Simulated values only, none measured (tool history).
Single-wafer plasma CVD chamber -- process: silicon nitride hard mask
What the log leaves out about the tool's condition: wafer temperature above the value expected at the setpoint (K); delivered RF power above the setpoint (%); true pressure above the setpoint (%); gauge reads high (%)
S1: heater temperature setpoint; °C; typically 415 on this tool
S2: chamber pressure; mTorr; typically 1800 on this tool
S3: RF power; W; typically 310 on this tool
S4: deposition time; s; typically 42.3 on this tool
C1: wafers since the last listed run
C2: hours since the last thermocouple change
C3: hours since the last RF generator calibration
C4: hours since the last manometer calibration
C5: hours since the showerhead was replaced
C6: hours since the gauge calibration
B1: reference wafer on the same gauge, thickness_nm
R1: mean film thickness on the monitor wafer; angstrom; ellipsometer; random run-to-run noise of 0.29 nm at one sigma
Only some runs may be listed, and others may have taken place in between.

run	hour	S1	S2	S3	S4	C1	C2	C3	C4	C5	C6	B1	R1
1	0.0	415	1800	310	42.3	0	1903.1	898.0	2146.7	6413.5	128.8	56.657	492.93
2	49.1	415	1800	310	42.3	789	1952.2	947.1	2195.8	6462.6	177.9	56.658	494.34
# hour 72.9: thermocouple changed; heater temperature recalibrated
3	73.4	415	1800	310	42.3	261	0.5	971.4	2220.1	6486.9	202.2	56.639	495.95
4	78.1	415	1540	310	42.3	75	5.2	976.1	2224.8	6491.6	206.9	56.695	461.19
5	90.3	415	1800	310	42.3	196	17.4	988.3	2237.0	6503.8	219.1	56.706	494.53
# hour 104.8: capacitance manometer re-zeroed and calibrated
6	105.3	415	1800	310	42.3	112	32.4	1003.3	0.5	6518.8	234.1	56.748	495.94
# hour 114.3: gauge calibrated
7	115.4	415	1800	310	42.3	162	42.5	1013.4	10.6	6528.9	1.1	56.813	497.84
# hour 125.6: RF generator calibrated
# hour 127.2: showerhead replaced
8	132.1	415	1800	310	42.3	112	59.2	6.5	27.3	4.9	17.8	56.716	495.24
9	145.2	415	1800	310	42.3	210	72.3	19.6	40.4	18.0	30.9	56.717	492.80
10	153.4	415	1800	340	49.7	131	80.5	27.8	48.6	26.2	39.1	56.679	604.86
11	160.2	415	2010	310	42.3	109	87.3	34.6	55.4	33.0	45.9	56.671	517.21
12	174.9	415	2210	335	49.1	236	102.0	49.3	70.1	47.7	60.6	56.782	642.49
13	190.5	415	2230	285	42.3	250	117.6	64.9	85.7	63.3	76.2	56.722	514.74
14	196.8	415	1800	335	38.2	101	123.9	71.2	92.0	69.6	82.5	56.683	460.14
15	207.3	415	1800	310	42.3	168	134.4	81.7	102.5	80.1	93.0	56.736	493.37
16	217.4	415	1800	350	47.7	162	144.5	91.8	112.6	90.2	103.1	56.754	594.93
17	228.4	415	1800	310	42.3	176	155.5	102.8	123.6	101.2	114.1	56.712	493.05
18	235.9	428	1930	310	38.5	120	163.0	110.3	131.1	108.7	121.6	56.814	459.02
19	242.7	406	2010	275	42.3	109	169.8	117.1	137.9	115.5	128.4	56.684	485.66

What differs in the tool's unlogged condition from the final listed run ahead of each entry between runs to the first listed run following it?
After run 2, before run 3: thermocouple changed; heater temperature recalibrated (hour 72.9)
  the hidden state is the same at both runs
After run 5, before run 6: capacitance manometer re-zeroed and calibrated (hour 104.8)
  the hidden state is the same at both runs
After run 6, before run 7: gauge calibrated (hour 114.3)
  the hidden state is the same at both runs
After run 7, before run 8: RF generator calibrated (hour 125.6); showerhead replaced (hour 127.2)
  the hidden state is the same at both runs

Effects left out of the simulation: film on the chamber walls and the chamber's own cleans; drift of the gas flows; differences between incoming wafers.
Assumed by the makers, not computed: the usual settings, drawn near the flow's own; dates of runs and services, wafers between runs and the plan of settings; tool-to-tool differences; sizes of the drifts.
